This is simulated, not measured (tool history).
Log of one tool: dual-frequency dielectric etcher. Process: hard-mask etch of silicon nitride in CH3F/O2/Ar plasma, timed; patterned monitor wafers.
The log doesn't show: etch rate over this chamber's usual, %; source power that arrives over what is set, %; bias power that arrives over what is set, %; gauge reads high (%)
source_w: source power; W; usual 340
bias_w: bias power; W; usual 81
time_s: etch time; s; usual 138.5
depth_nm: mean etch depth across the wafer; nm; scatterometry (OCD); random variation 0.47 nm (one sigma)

| run | day | source_w | bias_w | time_s | wafers since the last listed run | hours since the last wet clean | hours since the last source power generator calibration | hours since the last bias power generator calibration | hours since the last upper electrode change | hours since the gauge calibration | read-back reference wafer on the same gauge, depth_nm | depth_nm |
|---|---|---|---|---|---|---|---|---|---|---|---|---|
| 1 | 0.000 | 340 | 81 | 138.5 | 0 | 275.5 | 2349.6 | 2292.3 | 1785.5 | 173.5 | 101.7 | 84.0 |
| 2 | 0.729 | 340 | 81 | 138.5 | 137 | 293.0 | 2367.1 | 2309.8 | 1803.0 | 191.0 | 101.4 | 83.8 |
| 3 | 1.212 | 340 | 81 | 138.5 | 91 | 304.6 | 2378.7 | 2321.4 | 1814.6 | 202.6 | 101.7 | 83.2 |
| 4 | 1.908 | 340 | 81 | 138.5 | 131 | 321.3 | 2395.4 | 2338.1 | 1831.3 | 219.3 | 101.6 | 82.8 |
| 5 | 2.254 | 340 | 81 | 138.5 | 65 | 329.6 | 2403.7 | 2346.4 | 1839.6 | 227.6 | 101.7 | 83.2 |
| 6 | 2.817 | 340 | 81 | 138.5 | 106 | 343.1 | 2417.2 | 2359.9 | 1853.1 | 241.1 | 101.5 | 82.6 |
| 7 | 3.388 | 340 | 81 | 138.5 | 107 | 356.8 | 2430.9 | 2373.6 | 1866.8 | 254.8 | 101.5 | 83.1 |
| 8 | 3.712 | 340 | 81 | 138.5 | 61 | 364.6 | 2438.7 | 2381.4 | 1874.6 | 262.6 | 101.7 | 82.5 |
| 9 | 4.300 | 340 | 81 | 138.5 | 110 | 378.7 | 2452.8 | 2395.5 | 1888.7 | 276.7 | 101.3 | 82.3 |
| 10 | 4.954 | 340 | 96 | 138.5 | 123 | 394.4 | 2468.5 | 2411.2 | 1904.4 | 292.4 | 101.6 | 88.9 |
| 11 | 5.583 | 340 | 95 | 138.5 | 118 | 409.5 | 2483.6 | 2426.3 | 1919.5 | 307.5 | 101.4 | 87.3 |
| 12 | 5.879 | 340 | 95 | 138.5 | 55 | 416.6 | 2490.7 | 2433.4 | 1926.6 | 314.6 | 101.5 | 87.5 |
|  | 7.254 | upper electrode replaced |
|  | 7.292 | source power generator calibrated |
| 13 | 7.312 | 340 | 95 | 138.5 | 75 | 451.0 | 0.5 | 2467.8 | 1.4 | 349.0 | 101.7 | 87.6 |
| 14 | 7.325 | 410 | 68 | 153.5 | 2 | 451.3 | 0.8 | 2468.1 | 1.7 | 349.3 | 101.5 | 90.8 |
| 15 | 7.342 | 340 | 81 | 110.5 | 3 | 451.7 | 1.2 | 2468.5 | 2.1 | 349.7 | 101.4 | 65.8 |
|  | 7.821 | bias power generator calibrated |
|  | 8.242 | gauge calibrated |
|  | 8.396 | wet clean of the chamber |
| 16 | 8.417 | 340 | 81 | 138.5 | 62 | 0.5 | 27.0 | 14.3 | 27.9 | 4.2 | 101.5 | 86.5 |
| 17 | 8.433 | 280 | 100 | 159.5 | 3 | 0.9 | 27.4 | 14.7 | 28.3 | 4.6 | 101.6 | 100.9 |
| 18 | 8.662 | 340 | 81 | 138.5 | 43 | 6.4 | 32.9 | 20.2 | 33.8 | 10.1 | 101.6 | 85.3 |
| 19 | 9.254 | 410 | 81 | 157.5 | 111 | 20.6 | 47.1 | 34.4 | 48.0 | 24.3 | 101.3 | 101.5 |
| 20 | 9.821 | 340 | 67 | 138.5 | 107 | 34.2 | 60.7 | 48.0 | 61.6 | 37.9 | 101.5 | 79.7 |
| 21 | 10.292 | 310 | 67 | 112.5 | 88 | 45.5 | 72.0 | 59.3 | 72.9 | 49.2 | 101.7 | 61.9 |
| 22 | 10.829 | 340 | 81 | 126.5 | 101 | 58.4 | 84.9 | 72.2 | 85.8 | 62.1 | 101.6 | 77.2 |
| 23 | 11.129 | 280 | 81 | 156.0 | 56 | 65.6 | 92.1 | 79.4 | 93.0 | 69.3 | 101.5 | 89.1 |
| 24 | 11.767 | 380 | 72 | 153.5 | 120 | 80.9 | 107.4 | 94.7 | 108.3 | 84.6 | 101.5 | 93.0 |
| 25 | 12.275 | 410 | 68 | 153.5 | 96 | 93.1 | 119.6 | 106.9 | 120.5 | 96.8 | 101.5 | 92.7 |
| 26 | 12.788 | 390 | 64 | 119.0 | 96 | 105.4 | 131.9 | 119.2 | 132.8 | 109.1 | 101.6 | 68.8 |
| 27 | 13.267 | 340 | 81 | 126.0 | 90 | 116.9 | 143.4 | 130.7 | 144.3 | 120.6 | 101.6 | 77.7 |

5 ways to go on from here, each from the tool as it stands after run 27. What would each give?
| A | 13.288 | 340 | 81 | 138.5 | 3 | 117.4 | 143.9 | 131.2 | 144.8 | 121.1 | ? | ? |
| B | 13.288 | 300 | 81 | 171.5 | 3 | 117.4 | 143.9 | 131.2 | 144.8 | 121.1 | ? | ? |
| C | 13.288 | 290 | 88 | 138.5 | 3 | 117.4 | 143.9 | 131.2 | 144.8 | 121.1 | ? | ? |
| D | 13.288 | 340 | 74 | 125.0 | 3 | 117.4 | 143.9 | 131.2 | 144.8 | 121.1 | ? | ? |
| E | 13.288 | 340 | 67 | 171.5 | 3 | 117.4 | 143.9 | 131.2 | 144.8 | 121.1 | ? | ? |

| run | read-back reference wafer on the same gauge, depth_nm | depth_nm |
|---|---|---|
| A | 101.3 | 84.9 |
| B | 101.3 | 101.2 |
| C | 101.3 | 83.6 |
| D | 101.3 | 73.9 |
| E | 101.3 | 97.5 |
Without the tool's hidden state the same runs would have given:
| run | depth_nm |
|---|---|
| A | 85.0 |
| B | 101.2 |
| C | 83.6 |
| D | 74.0 |
| E | 97.6 |

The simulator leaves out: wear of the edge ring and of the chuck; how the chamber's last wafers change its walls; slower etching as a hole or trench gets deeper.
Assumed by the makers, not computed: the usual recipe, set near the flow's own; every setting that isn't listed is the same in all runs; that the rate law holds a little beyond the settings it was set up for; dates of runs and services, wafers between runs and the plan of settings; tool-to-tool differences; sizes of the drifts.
